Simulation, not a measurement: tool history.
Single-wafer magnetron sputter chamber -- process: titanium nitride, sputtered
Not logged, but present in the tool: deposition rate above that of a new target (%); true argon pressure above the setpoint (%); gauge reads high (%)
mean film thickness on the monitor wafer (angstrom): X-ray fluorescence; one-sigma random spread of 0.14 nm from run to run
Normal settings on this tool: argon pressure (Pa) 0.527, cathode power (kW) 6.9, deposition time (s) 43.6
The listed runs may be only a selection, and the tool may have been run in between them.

| run | hour | argon pressure (Pa) | cathode power (kW) | deposition time (s) | wafers since the last listed run | wafers on the sputter target | hours since the last manometer calibration | hours since the magnet pack was replaced | hours since the gauge calibration | read-back reference wafer on the same gauge, thickness_nm | mean film thickness on the monitor wafer (angstrom) |
|---|---|---|---|---|---|---|---|---|---|---|---|
| 1 | 0 | 0.527 | 6.9 | 43.6 | 0 | 6385 | 1591 | 2889.5 | 1008.2 | 56.792 | 520.61 |
|  | 32.1 | gauge calibrated |
| 2 | 67.5 | 0.527 | 6.9 | 43.6 | 837 | 7223 | 1658.5 | 2957 | 35.4 | 56.807 | 522.14 |
| 3 | 102.3 | 0.43 | 6.9 | 39.1 | 431 | 7655 | 1693.3 | 2991.8 | 70.2 | 56.795 | 482.88 |
|  | 135.5 | sputter target and shields replaced |
| 4 | 136 | 0.527 | 6.9 | 43.6 | 318 | 5 | 1727 | 3025.5 | 103.9 | 56.795 | 520.65 |
| 5 | 169.1 | 0.527 | 6.9 | 43.6 | 410 | 416 | 1760.1 | 3058.6 | 137 | 56.777 | 518.43 |
| 6 | 218.1 | 0.527 | 6.55 | 43.6 | 608 | 1024 | 1809.1 | 3107.6 | 186 | 56.798 | 493.27 |
| 7 | 269 | 0.527 | 6.9 | 43.6 | 631 | 1656 | 1860 | 3158.5 | 236.9 | 56.797 | 519.78 |
| 8 | 320.1 | 0.628 | 6.9 | 43.6 | 634 | 2290 | 1911.1 | 3209.6 | 288 | 56.792 | 497.97 |
| 9 | 349 | 0.527 | 6.9 | 43.6 | 358 | 2648 | 1940 | 3238.5 | 316.9 | 56.782 | 520.75 |
| 10 | 381.8 | 0.527 | 6.9 | 43.6 | 406 | 3055 | 1972.8 | 3271.3 | 349.7 | 56.799 | 519.66 |
| 11 | 411.3 | 0.527 | 6.9 | 43.6 | 366 | 3421 | 2002.3 | 3300.8 | 379.2 | 56.818 | 522.14 |
| 12 | 476.9 | 0.527 | 6.45 | 43.6 | 813 | 4235 | 2067.9 | 3366.4 | 444.8 | 56.782 | 486.82 |
| 13 | 557.6 | 0.527 | 6.45 | 43.6 | 1001 | 5237 | 2148.6 | 3447.1 | 525.5 | 56.827 | 484.98 |
| 14 | 603.9 | 0.527 | 6.9 | 43.6 | 574 | 5811 | 2194.9 | 3493.4 | 571.8 | 56.806 | 518.9 |
| 15 | 727.1 | 0.527 | 6.9 | 48.3 | 1528 | 7340 | 2318.1 | 3616.6 | 695 | 56.771 | 575.94 |
| 16 | 788.9 | 0.622 | 7.9 | 36.3 | 766 | 8107 | 2379.9 | 3678.4 | 756.8 | 56.804 | 480.34 |
| 17 | 831 | 0.527 | 6 | 40.1 | 522 | 8629 | 2422 | 3720.5 | 798.9 | 56.783 | 414.85 |
| 18 | 855.8 | 0.527 | 5.2 | 49.2 | 307 | 8937 | 2446.8 | 3745.3 | 823.7 | 56.767 | 441.71 |
|  | 908.5 | sputter target and shields replaced |
|  | 915.2 | magnet pack replaced |
| 19 | 915.7 | 0.595 | 6.9 | 43.6 | 560 | 6 | 2506.7 | 0.5 | 883.6 | 56.808 | 504.28 |
|  | 933.3 | gauge calibrated |
| 20 | 943.2 | 0.527 | 6.45 | 43.6 | 341 | 347 | 2534.2 | 28 | 9.9 | 56.8 | 486.77 |
|  | 970.9 | capacitance manometer re-zeroed and calibrated |
| 21 | 983.8 | 0.527 | 6.9 | 46.4 | 404 | 751 | 12.9 | 68.6 | 50.5 | 56.822 | 544.56 |
| 22 | 1055 | 0.527 | 6.9 | 43.6 | 883 | 1635 | 84.1 | 139.8 | 121.7 | 56.816 | 511.65 |
| 23 | 1121.2 | 0.43 | 6 | 39.5 | 821 | 2456 | 150.3 | 206 | 187.9 | 56.785 | 420.74 |
| 24 | 1192.9 | 0.621 | 6.9 | 43.6 | 889 | 3346 | 222 | 277.7 | 259.6 | 56.806 | 490.73 |
| 25 | 1240 | 0.344 | 6.9 | 43.6 | 584 | 3930 | 269.1 | 324.8 | 306.7 | 56.792 | 547.44 |
|  | 1262.1 | capacitance manometer re-zeroed and calibrated, repeated, since the last time left the tool worse |
| 26 | 1271.2 | 0.398 | 5.25 | 47.4 | 287 | 4218 | 9.1 | 356 | 337.9 | 56.813 | 457.67 |
| 27 | 1310.5 | 0.527 | 6.9 | 43.6 | 487 | 4706 | 48.4 | 395.3 | 377.2 | 56.808 | 529.35 |
| 28 | 1394.2 | 0.527 | 8.25 | 51.2 | 1038 | 5744 | 132.1 | 479 | 460.9 | 56.822 | 739.67 |
| 29 | 1430.7 | 0.413 | 8.05 | 51.5 | 452 | 6197 | 168.6 | 515.5 | 497.4 | 56.808 | 759.48 |
| 30 | 1478.7 | 0.666 | 8 | 36.2 | 595 | 6793 | 216.6 | 563.5 | 545.4 | 56.781 | 482.08 |

Hidden state, per run?
deposition rate above that of a new target (%): 0 on each run
gauge reads high (%): 0 on each run
H1: true argon pressure above the setpoint (%)
| run | H1 |
|---|---|
| 1 | 8.26 |
| 2 | 8.38 |
| 3 | 8.43 |
| 4 | 8.49 |
| 5 | 8.54 |
| 6 | 8.61 |
| 7 | 8.68 |
| 8 | 8.74 |
| 9 | 8.78 |
| 10 | 8.82 |
| 11 | 8.85 |
| 12 | 8.92 |
| 13 | 9 |
| 14 | 9.04 |
| 15 | 9.15 |
| 16 | 9.2 |
| 17 | 9.23 |
| 18 | 9.24 |
| 19 | 9.28 |
| 20 | 9.3 |
| 21 | 17.1 |
| 22 | 17.8 |
| 23 | 18.4 |
| 24 | 19 |
| 25 | 19.4 |
| 26 | -0.464 |
| 27 | -0.0693 |
| 28 | 0.716 |
| 29 | 1.04 |
| 30 | 1.44 |
